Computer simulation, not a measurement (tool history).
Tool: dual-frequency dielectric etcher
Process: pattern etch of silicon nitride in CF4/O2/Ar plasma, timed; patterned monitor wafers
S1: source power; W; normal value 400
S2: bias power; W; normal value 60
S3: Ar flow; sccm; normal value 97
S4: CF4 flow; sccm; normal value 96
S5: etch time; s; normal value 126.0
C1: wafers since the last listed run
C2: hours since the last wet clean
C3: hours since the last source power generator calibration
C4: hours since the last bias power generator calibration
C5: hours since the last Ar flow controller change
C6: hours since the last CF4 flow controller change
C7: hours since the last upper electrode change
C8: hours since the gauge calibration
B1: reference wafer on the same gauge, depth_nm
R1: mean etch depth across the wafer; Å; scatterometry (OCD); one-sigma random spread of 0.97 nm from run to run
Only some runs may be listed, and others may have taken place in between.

| run | hour | S1 | S2 | S3 | S4 | S5 | C1 | C2 | C3 | C4 | C5 | C6 | C7 | C8 | B1 | R1 |
|---|---|---|---|---|---|---|---|---|---|---|---|---|---|---|---|---|
| 1 | 0.0 | 400 | 60 | 97 | 96 | 126.0 | 0 | 89.6 | 150.3 | 304.0 | 285.8 | 5471.1 | 3646.2 | 1087.7 | 217.0 | 1902 |
| 2 | 17.0 | 400 | 60 | 97 | 96 | 91.5 | 103 | 106.6 | 167.3 | 321.0 | 302.8 | 5488.1 | 3663.2 | 1104.7 | 217.3 | 1388 |
| 3 | 45.6 | 310 | 51 | 90 | 96 | 126.0 | 174 | 135.2 | 195.9 | 349.6 | 331.4 | 5516.7 | 3691.8 | 1133.3 | 216.9 | 1593 |
|  | 58.2 | gauge calibrated |
| 4 | 73.4 | 400 | 74 | 97 | 96 | 150.0 | 169 | 163.0 | 223.7 | 377.4 | 359.2 | 5544.5 | 3719.6 | 15.2 | 216.8 | 2493 |
| 5 | 98.7 | 400 | 68 | 97 | 96 | 126.0 | 154 | 188.3 | 249.0 | 402.7 | 384.5 | 5569.8 | 3744.9 | 40.5 | 216.5 | 2025 |
|  | 133.1 | wet clean of the chamber, repeated, since the last time left the tool worse |
| 6 | 133.6 | 400 | 60 | 97 | 96 | 126.0 | 66 | 0.5 | 283.9 | 437.6 | 419.4 | 5604.7 | 3779.8 | 75.4 | 217.1 | 2027 |
|  | 158.0 | upper electrode replaced |
| 7 | 158.5 | 400 | 55 | 97 | 96 | 126.0 | 5 | 25.4 | 308.8 | 462.5 | 444.3 | 5629.6 | 0.5 | 100.3 | 217.0 | 1966 |
| 8 | 173.1 | 440 | 60 | 107 | 79 | 126.0 | 89 | 40.0 | 323.4 | 477.1 | 458.9 | 5644.2 | 15.1 | 114.9 | 217.2 | 2096 |
| 9 | 202.3 | 320 | 66 | 84 | 96 | 147.5 | 178 | 69.2 | 352.6 | 506.3 | 488.1 | 5673.4 | 44.3 | 144.1 | 216.8 | 2248 |
| 10 | 230.4 | 310 | 60 | 97 | 103 | 126.0 | 171 | 97.3 | 380.7 | 534.4 | 516.2 | 5701.5 | 72.4 | 172.2 | 216.9 | 1813 |
|  | 262.8 | CF4 flow controller replaced |
| 11 | 263.3 | 400 | 67 | 97 | 106 | 98.5 | 164 | 130.2 | 413.6 | 567.3 | 549.1 | 0.5 | 105.3 | 205.1 | 216.7 | 1713 |
| 12 | 288.7 | 400 | 60 | 97 | 96 | 126.0 | 155 | 155.6 | 439.0 | 592.7 | 574.5 | 25.9 | 130.7 | 230.5 | 216.8 | 2050 |
| 13 | 318.2 | 400 | 60 | 97 | 96 | 126.0 | 180 | 185.1 | 468.5 | 622.2 | 604.0 | 55.4 | 160.2 | 260.0 | 216.8 | 2051 |
| 14 | 338.8 | 400 | 60 | 97 | 96 | 126.0 | 125 | 205.7 | 489.1 | 642.8 | 624.6 | 76.0 | 180.8 | 280.6 | 216.5 | 2071 |
| 15 | 362.6 | 400 | 60 | 97 | 96 | 126.0 | 145 | 229.5 | 512.9 | 666.6 | 648.4 | 99.8 | 204.6 | 304.4 | 217.0 | 2073 |
| 16 | 388.8 | 300 | 65 | 97 | 96 | 164.0 | 160 | 255.7 | 539.1 | 692.8 | 674.6 | 126.0 | 230.8 | 330.6 | 217.1 | 2413 |
| 17 | 424.5 | 440 | 60 | 77 | 96 | 126.0 | 218 | 291.4 | 574.8 | 728.5 | 710.3 | 161.7 | 266.5 | 366.3 | 216.7 | 2215 |
|  | 488.9 | wet clean of the chamber |
| 18 | 489.4 | 400 | 48 | 87 | 73 | 126.0 | 249 | 0.5 | 639.7 | 793.4 | 775.2 | 226.6 | 331.4 | 431.2 | 216.9 | 1824 |
| 19 | 508.1 | 400 | 60 | 97 | 96 | 126.0 | 114 | 19.2 | 658.4 | 812.1 | 793.9 | 245.3 | 350.1 | 449.9 | 217.1 | 2040 |

Expected results for the next run?
| 20 | 524.1 | 470 | 48 | 97 | 96 | 126.0 | 97 | 35.2 | 674.4 | 828.1 | 809.9 | 261.3 | 366.1 | 465.9 | ? | ? |

B1: 216.5
R1: 2037 Å
Take away the tool's hidden state, keep the run-to-run variation as it was, and the same run would have given R1 2029 Å.

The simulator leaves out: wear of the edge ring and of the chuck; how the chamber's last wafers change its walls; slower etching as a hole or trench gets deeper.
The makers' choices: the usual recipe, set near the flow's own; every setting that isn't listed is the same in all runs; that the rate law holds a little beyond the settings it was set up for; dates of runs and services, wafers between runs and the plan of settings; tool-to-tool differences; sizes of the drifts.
